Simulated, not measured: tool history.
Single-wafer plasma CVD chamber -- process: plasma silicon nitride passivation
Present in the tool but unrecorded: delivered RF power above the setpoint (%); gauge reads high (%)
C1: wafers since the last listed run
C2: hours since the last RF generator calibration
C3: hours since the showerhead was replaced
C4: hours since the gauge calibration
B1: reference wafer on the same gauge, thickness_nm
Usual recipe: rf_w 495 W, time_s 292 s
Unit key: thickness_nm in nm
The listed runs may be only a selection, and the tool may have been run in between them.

Run 1, hour 0.0: usual settings but rf_w 445 W; C1 0; C2 1050.7; C3 4117.6; C4 84.7; B1 327.013. Result: thickness_nm 395.964 nm.
Run 2, hour 68.7: usual settings but rf_w 445 W; C1 297; C2 1119.4; C3 4186.3; C4 153.4; B1 327.052. Result: thickness_nm 395.862 nm.
Run 3, hour 138.1: usual settings but rf_w 520 W, time_s 321 s; C1 300; C2 1188.8; C3 4255.7; C4 222.8; B1 327.076. Result: thickness_nm 446.786 nm.
Run 4, hour 190.0: usual settings but rf_w 520 W, time_s 321 s; C1 225; C2 1240.7; C3 4307.6; C4 274.7; B1 326.987. Result: thickness_nm 446.237 nm.
Run 5, hour 220.4: usual settings but rf_w 430 W; C1 131; C2 1271.1; C3 4338.0; C4 305.1; B1 326.957. Result: thickness_nm 394.173 nm.
Run 6, hour 261.5: usual settings; C1 178; C2 1312.2; C3 4379.1; C4 346.2; B1 326.936. Result: thickness_nm 402.627 nm.
Run 7, hour 298.6: usual settings but time_s 273 s; C1 160; C2 1349.3; C3 4416.2; C4 383.3; B1 327.025. Result: thickness_nm 375.571 nm.
At hour 304.4: gauge calibrated.
Run 8, hour 335.3: usual settings but rf_w 450 W, time_s 261 s; C1 159; C2 1386.0; C3 4452.9; C4 30.9; B1 326.989. Result: thickness_nm 354.622 nm.
Run 9, hour 391.9: usual settings; C1 245; C2 1442.6; C3 4509.5; C4 87.5; B1 327.011. Result: thickness_nm 403.006 nm.
At hour 407.4: showerhead replaced.
Run 10, hour 444.2: usual settings but time_s 269 s; C1 192; C2 1494.9; C3 36.8; C4 139.8; B1 327.110. Result: thickness_nm 371.026 nm.
At hour 469.4: RF generator calibrated.
Run 11, hour 484.1: usual settings but rf_w 470 W, time_s 242 s; C1 138; C2 14.7; C3 76.7; C4 179.7; B1 327.005. Result: thickness_nm 334.793 nm.
Run 12, hour 546.4: usual settings but rf_w 525 W, time_s 267 s; C1 270; C2 77.0; C3 139.0; C4 242.0; B1 327.083. Result: thickness_nm 376.017 nm.
Run 13, hour 610.7: usual settings but rf_w 455 W, time_s 276 s; C1 278; C2 141.3; C3 203.3; C4 306.3; B1 327.017. Result: thickness_nm 378.279 nm.
At hour 628.5: gauge calibrated.
Run 14, hour 669.8: usual settings but rf_w 565 W, time_s 308 s; C1 256; C2 200.4; C3 262.4; C4 41.3; B1 327.066. Result: thickness_nm 438.849 nm.
Run 15, hour 721.8: usual settings but time_s 236 s; C1 225; C2 252.4; C3 314.4; C4 93.3; B1 327.125. Result: thickness_nm 327.600 nm.

Take each entry between the runs: how does the hidden state at the last listed run before it differ from the hidden state at the first listed run after it?
Run 7 -> run 8: gauge calibrated (hour 304.4)
  delivered RF power above the setpoint (%): -8.26 -> -8.29
  difference, measured minus the result without the unlogged condition, thickness_nm: -5.450 -> -5.171 nm
Run 9 -> run 10: showerhead replaced (hour 407.4)
  delivered RF power above the setpoint (%): -8.35 -> -8.39
  difference, measured minus the result without the unlogged condition, thickness_nm: -5.913 -> -5.472 nm
Run 10 -> run 11: RF generator calibrated (hour 469.4)
  delivered RF power above the setpoint (%): -8.39 -> -1.6
  difference, measured minus the result without the unlogged condition, thickness_nm: -5.472 -> -0.916 nm
Run 13 -> run 14: gauge calibrated (hour 628.5)
  delivered RF power above the setpoint (%): -3.5 -> -4.23
  difference, measured minus the result without the unlogged condition, thickness_nm: -2.285 -> -3.211 nm
